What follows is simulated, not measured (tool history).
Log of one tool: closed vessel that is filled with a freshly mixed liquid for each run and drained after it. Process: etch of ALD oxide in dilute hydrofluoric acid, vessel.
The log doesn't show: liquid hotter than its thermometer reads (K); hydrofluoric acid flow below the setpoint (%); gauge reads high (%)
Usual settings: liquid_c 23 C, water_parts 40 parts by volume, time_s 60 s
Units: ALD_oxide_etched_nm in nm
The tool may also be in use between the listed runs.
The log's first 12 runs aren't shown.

run    hour  liquid_c  water_parts  time_s  wafers since the last listed run  hours since the thermometer was replaced  hours since the hydrofluoric acid flow meter was replaced  hours since the gauge calibration  read-back film thickness of the ALD oxide reference wafer, read on the same gauge (nm)  ALD_oxide_etched_nm
 13   647.4        25           25      60                              3695                                       150                                                      112.2                              162.3                                                                                   59.97                42.73
 14   687.7        26           40      70                              4432                                     190.3                                                      152.5                              202.6                                                                                   60.01                32.18
 15   738.9        23           25      50                              5631                                     241.5                                                      203.7                              253.8                                                                                   60.02                33.14
 16   885.8        23           40      50                             16158                                     388.4                                                      350.6                              400.7                                                                                   60.02                 20.4
 17   945.9        23           55      90                              6610                                     448.5                                                      410.7                              460.8                                                                                      60                25.84
 18   986.9        23           50      70                              4509                                     489.5                                                      451.7                              501.8                                                                                   59.99                22.17
        994  -- thermometer replaced, repeated, since the last time left the tool worse
       1012  -- hydrofluoric acid flow meter replaced
 19  1031.7        23           25      75                              4707                                      37.7                                                       19.7                              546.6                                                                                   59.97                43.75
 20  1071.4        23           40      35                              4366                                      77.4                                                       59.4                              586.3                                                                                      60                12.49
 21    1121        23           40      60                              5455                                       127                                                        109                              635.9                                                                                   59.97                22.03
 22    1157        23           55      35                              3959                                       163                                                        145                              671.9                                                                                   59.98                 9.05
 23  1204.2        23           55      45                              5191                                     210.2                                                      192.2                              719.1                                                                                   60.01                 11.7
 24  1230.7      18.5           40      60                              2914                                     236.7                                                      218.7                              745.6                                                                                   60.02                18.19
 25  1277.6        23           40      45                              5158                                     283.6                                                      265.6                              792.5                                                                                   59.99                16.05
 26  1307.3        23           55      95                              3266                                     313.3                                                      295.3                              822.2                                                                                   60.02                24.07
 27  1360.6        23           55      60                              5862                                     366.6                                                      348.6                              875.5                                                                                   59.97                15.61
 28  1408.4        27           20      40                              5257                                     414.4                                                      396.4                              923.3                                                                                   59.99                35.68
 29  1440.4        23           50      60                              3519                                     446.4                                                      428.4                              955.3                                                                                   59.99                17.49
 30  1502.3        20           55      60                              6808                                     508.3                                                      490.3                             1017.2                                                                                   60.05                13.81
     1555.6  -- hydrofluoric acid flow meter replaced
 31  1564.7      24.5           30      95                              6753                                     570.7                                                        9.1                             1079.6                                                                                   59.98                50.86
 32  1627.8        21           50      80                              6940                                     633.8                                                       72.2                             1142.7                                                                                   59.99                21.48
 33  1674.3      20.5           40      60                              5114                                     680.3                                                      118.7                             1189.2                                                                                      60                19.88
 34  1734.6        23           55      95                              6632                                     740.6                                                        179                             1249.5                                                                                   60.02                24.81

Forecast each of these 4 alternatives for the next run:
  A  1735.3        27           40      60                                76                                     741.3                                                      179.7                             1250.2                                                                                       ?                    ?
  B  1735.3      25.5           30      85                                76                                     741.3                                                      179.7                             1250.2                                                                                       ?                    ?
  C  1735.3      19.5           40      60                                76                                     741.3                                                      179.7                             1250.2                                                                                       ?                    ?
  D  1735.3        23           60      30                                76                                     741.3                                                      179.7                             1250.2                                                                                       ?                    ?

run  read-back film thickness of the ALD oxide reference wafer, read on the same gauge (nm)  ALD_oxide_etched_nm
  A                                                                                   59.99                26.35
  B                                                                                   59.99                47.51
  C                                                                                   59.99                19.31
  D                                                                                   59.99                 7.26
Without the tool's hidden state the same runs would have given:
run  ALD_oxide_etched_nm
  A                25.46
  B                45.87
  C                18.62
  D                 7.01
